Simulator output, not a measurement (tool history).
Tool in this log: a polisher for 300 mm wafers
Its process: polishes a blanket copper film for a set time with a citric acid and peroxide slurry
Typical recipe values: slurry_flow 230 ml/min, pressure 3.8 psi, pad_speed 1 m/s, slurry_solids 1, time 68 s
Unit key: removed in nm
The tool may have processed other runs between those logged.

run	hour	slurry_flow	pressure	pad_speed	slurry_solids	time	incoming thickness of the incoming film, nm	removed
1	0	230	3.8	1	1	68	951.6	169.8
2	10.9	230	3.8	1	1	68	929.8	166
# hour 24.9: worn pad replaced by a new one
3	25.4	230	3.8	1	1	68	939.9	167.1
4	34.4	230	3.8	1	1	68	933.1	167.3
5	42.6	230	3.8	1	1	68	936.3	166.8
6	59.7	230	3.8	1	1	68	936.6	167.1
# hour 72.9: slurry nozzle cleaned
7	76.6	230	3.8	1	1	68	943.6	170.8
8	83.5	230	3.8	1	1	68	930.1	165.6
# hour 101: worn pad replaced by a new one
9	101.5	230	3.8	1	1	68	936.2	171.3
# hour 105.4: slurry blender recalibrated
# hour 113.1: head pressure recalibrated
10	114.9	200	3.8	1.3	1.15	80	939.2	258.8
11	129.3	230	2.6	1	1	68	948	117.6
12	138.3	230	3.8	1.32	1	68	952.2	218
13	152.5	230	3.8	1	1	58	938.9	141.7
14	164.2	230	3.8	1	1	68	940.8	168.7
15	174	230	5.1	1	1.15	68	943.4	229.5

Forecast each of these 3 alternatives for the next run:
A	174.4	230	3.8	1	1	85	952.9	?
B	174.4	310	3.8	1	1.25	68	952.9	?
C	174.4	230	2.5	1	1	68	952.9	?

run	removed
A	208.1
B	179.4
C	110.6
The same runs, with their run-to-run variation unchanged, on a tool lacking any hidden condition would have given:
run	removed
A	208.1
B	179.4
C	110.6

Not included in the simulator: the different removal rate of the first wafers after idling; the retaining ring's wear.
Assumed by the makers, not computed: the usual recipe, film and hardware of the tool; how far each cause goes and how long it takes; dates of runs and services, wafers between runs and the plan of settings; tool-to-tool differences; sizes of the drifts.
